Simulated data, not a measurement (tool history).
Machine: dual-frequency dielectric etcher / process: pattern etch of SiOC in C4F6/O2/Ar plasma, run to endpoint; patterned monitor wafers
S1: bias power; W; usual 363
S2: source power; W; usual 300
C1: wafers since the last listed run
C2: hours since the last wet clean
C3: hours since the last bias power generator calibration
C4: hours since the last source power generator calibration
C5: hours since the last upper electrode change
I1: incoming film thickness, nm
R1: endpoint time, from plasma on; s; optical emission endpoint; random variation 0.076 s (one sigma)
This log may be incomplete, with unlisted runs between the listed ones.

run	hour	S1	S2	C1	C2	C3	C4	C5	I1	R1
1	0	292	300	0	138.2	3223.5	2327	2815	28.33	13.5
2	26.8	363	300	325	165	3250.3	2353.8	2841.8	28.18	12.4
3	54.4	363	300	334	192.6	3277.9	2381.4	2869.4	28.3	12.6
4	78.3	363	300	289	216.5	3301.8	2405.3	2893.3	28.46	12.4
5	98.9	363	300	249	237.1	3322.4	2425.9	2913.9	28.35	12.3
6	131.6	363	350	396	269.8	3355.1	2458.6	2946.6	28.58	11.7
7	153.6	363	350	266	291.8	3377.1	2480.6	2968.6	28.19	11.5
8	186.1	306	300	394	324.3	3409.6	2513.1	3001.1	28.38	13.2
9	204.1	363	300	218	342.3	3427.6	2531.1	3019.1	28.05	12.3
10	224	363	300	241	362.2	3447.5	2551	3039	28.6	12.5
11	242	363	270	218	380.2	3465.5	2569	3057	28.83	13.1
# hour 249.1: source power generator calibrated
12	271.3	363	270	306	409.5	3494.8	22.2	3086.3	28.27	12.7
13	296.9	363	340	310	435.1	3520.4	47.8	3111.9	28.18	11.5
# hour 323.2: upper electrode replaced, of another model than before
14	323.7	363	300	33	461.9	3547.2	74.6	0.5	28.34	12.2
15	349	363	240	306	487.2	3572.5	99.9	25.8	28.48	13.1
16	361.9	363	300	156	500.1	3585.4	112.8	38.7	28.49	12.3
17	397.6	297	260	432	535.8	3621.1	148.5	74.4	28.27	13.2
# hour 407.3: bias power generator calibrated
# hour 446.1: wet clean of the chamber
18	479.8	363	300	657	33.7	72.5	230.7	156.6	28.45	12.6
19	494.5	398	350	178	48.4	87.2	245.4	171.3	28.3	11.6
20	530.3	453	330	434	84.2	123	281.2	207.1	28.35	11.7
21	562.2	422	330	386	116.1	154.9	313.1	239	28.3	11.9
22	582.7	303	360	248	136.6	175.4	333.6	259.5	28.26	12.1
23	614.7	285	370	388	168.6	207.4	365.6	291.5	28.51	12.3
24	640.5	363	350	312	194.4	233.2	391.4	317.3	28.44	12

What will run 25 give?
25	671.1	423	220	371	225	263.8	422	347.9	28.67	?

{"run 25": {"R1": 13.2}}
With the hidden condition absent and the run-to-run variation left alone, this run would have shown R1 13.3 s.
